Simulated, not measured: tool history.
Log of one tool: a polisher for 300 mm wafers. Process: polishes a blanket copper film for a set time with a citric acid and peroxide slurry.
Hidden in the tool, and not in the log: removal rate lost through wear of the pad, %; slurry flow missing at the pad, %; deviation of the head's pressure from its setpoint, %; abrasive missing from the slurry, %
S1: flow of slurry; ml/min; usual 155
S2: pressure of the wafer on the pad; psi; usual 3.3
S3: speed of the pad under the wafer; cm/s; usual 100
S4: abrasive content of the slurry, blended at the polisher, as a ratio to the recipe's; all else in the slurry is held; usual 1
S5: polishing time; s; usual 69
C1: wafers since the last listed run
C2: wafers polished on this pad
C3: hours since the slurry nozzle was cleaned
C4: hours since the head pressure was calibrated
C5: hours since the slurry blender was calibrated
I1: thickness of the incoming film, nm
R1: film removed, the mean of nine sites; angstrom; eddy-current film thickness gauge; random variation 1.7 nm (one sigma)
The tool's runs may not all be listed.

run,hour,S1,S2,S3,S4,S5,C1,C2,C3,C4,C5,I1,R1
1,0,155,3.3,100,1,69,0,1087,208.2,783,89.8,843.1,1363
2,12.5,155,3.3,100,1,69,135,1222,220.7,795.5,102.3,851.8,1327
3,30.1,155,3.3,100,1,69,190,1412,238.3,813.1,119.9,853.2,1342
# hour 35.1: worn pad replaced by a new one
4,43.5,155,3.3,100,1,69,101,90,251.7,826.5,133.3,837.1,1340
5,52,155,3.3,100,1,69,91,182,260.2,835,141.8,851.7,1335
6,69.2,155,3.3,100,1,69,185,368,277.4,852.2,159,834.7,1335
7,78.7,155,3.3,100,1,69,102,471,286.9,861.7,168.5,863.1,1335
8,89.8,155,3.3,100,1,69,120,591,298,872.8,179.6,849.5,1325
9,134.7,155,3.3,100,1,79,485,1077,342.9,917.7,224.5,843.9,1526
# hour 149.4: worn pad replaced by a new one
10,149.9,155,3.3,100,1,69,121,5,358.1,932.9,239.7,859.1,1350
11,155.3,155,3.3,100,1,69,58,64,363.5,938.3,245.1,842.8,1309
12,163.6,155,3.3,100,1,81,89,154,371.8,946.6,253.4,838.1,1562
13,200.6,155,3.3,100,1,69,400,554,408.8,983.6,290.4,854.2,1297
14,207.7,155,3.3,100,1,69,76,630,415.9,990.7,297.5,858,1302
15,218.6,155,3.3,100,1,69,117,748,426.8,1001.6,308.4,836,1320
16,232.2,155,3.7,100,1,69,147,895,440.4,1015.2,322,849.3,1454
17,251.5,190,3.3,128,0.9,78,208,1104,459.7,1034.5,341.3,850.7,1913
18,259.8,155,3.3,100,1,69,89,1194,468,1042.8,349.6,856.5,1315
19,276.8,170,3,100,1.2,69,183,1378,485,1059.8,366.6,854.4,1217
# hour 285.4: worn pad replaced by a new one
20,288.5,155,4.5,130,1,78,83,33,496.7,1071.5,378.3,863.9,2570
# hour 294.7: head pressure recalibrated
21,303.1,155,2.6,66,1,69,136,169,511.3,8.4,392.9,854.5,688
# hour 305.7: slurry blender recalibrated
# hour 314: slurry nozzle cleaned
22,314.5,195,3.3,100,1,83,90,260,0.5,19.8,8.8,854.9,1660
23,329.3,155,3.3,128,1.2,69,160,420,15.3,34.6,23.6,859.7,1776
24,342.9,155,3.3,100,1,69,147,567,28.9,48.2,37.2,847.7,1349
25,351.6,155,3.3,100,1,69,94,661,37.6,56.9,45.9,860.3,1356
26,367.3,155,3.3,100,1,78,169,831,53.3,72.6,61.6,842.8,1518
# hour 406.6: worn pad replaced by a new one
27,407.1,155,3.3,100,1,69,387,5,93.1,112.4,101.4,859.6,1340
28,413.6,155,3.3,112,1,69,70,75,99.6,118.9,107.9,849.5,1505

The same runs without the tool's hidden state, with the same run-to-run variation:
run,R1
1,1386
2,1352
3,1371
4,1371
5,1368
6,1371
7,1373
8,1365
9,1583
10,1403
11,1363
12,1628
13,1359
14,1367
15,1388
16,1532
17,2021
18,1392
19,1294
20,2734
21,734
22,1667
23,1788
24,1360
25,1369
26,1536
27,1364
28,1533
